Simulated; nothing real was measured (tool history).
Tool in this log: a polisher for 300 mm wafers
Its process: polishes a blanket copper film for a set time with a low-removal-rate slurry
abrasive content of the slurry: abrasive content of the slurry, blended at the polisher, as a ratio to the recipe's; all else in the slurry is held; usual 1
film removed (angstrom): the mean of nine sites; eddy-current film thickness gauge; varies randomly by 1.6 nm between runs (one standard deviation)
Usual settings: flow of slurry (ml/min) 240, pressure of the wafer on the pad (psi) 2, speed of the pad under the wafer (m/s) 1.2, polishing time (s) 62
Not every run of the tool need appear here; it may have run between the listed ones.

run,day,flow of slurry (ml/min),pressure of the wafer on the pad (psi),speed of the pad under the wafer (m/s),abrasive content of the slurry,polishing time (s),"incoming thickness of the incoming film, nm",film removed (angstrom)
1,0,240,1.7,1.2,1,62,1030.7,1193
2,0.858,240,1.7,1.2,1,62,1011.2,1188
3,2.271,240,2,1.2,1,62,1014.7,1285
# day 3.308: worn pad replaced by a new one
4,3.504,240,2,1.2,1,62,1027.8,1447
# day 3.708: slurry nozzle cleaned
# day 4.517: slurry blender recalibrated
5,7.629,240,2,1.2,1,62,1029.8,1376
6,8.662,240,2.5,1.2,1,62,1022.3,1722
# day 9.517: worn pad replaced by a new one
7,9.771,240,2.5,1.2,1,62,1050.7,1809
8,10.346,240,2,1.2,1,62,1026.1,1450
9,11.433,240,2,1.2,1,62,1032.2,1449
10,12.738,240,2,1.2,1,62,1026.9,1444
11,13.25,240,2,1.2,1,62,1029.2,1445
12,14.258,240,2,1.2,1,62,1027.5,1408
13,15.646,240,2,0.92,1,62,1030.4,1040
# day 16.029: worn pad replaced by a new one
# day 16.162: head pressure recalibrated
14,16.375,240,2,0.92,1,62,1041.4,1103
15,17.608,240,2,1.2,1,62,1036.7,1450

Run 16 has not been measured yet. What should we expect?
16,18.379,240,2,1.2,1,62,1032.8,?

Run 16 gave film removed (angstrom) 1451.
On a tool with no hidden condition, and with the same random variation, this run would have come out at film removed (angstrom) 1473.

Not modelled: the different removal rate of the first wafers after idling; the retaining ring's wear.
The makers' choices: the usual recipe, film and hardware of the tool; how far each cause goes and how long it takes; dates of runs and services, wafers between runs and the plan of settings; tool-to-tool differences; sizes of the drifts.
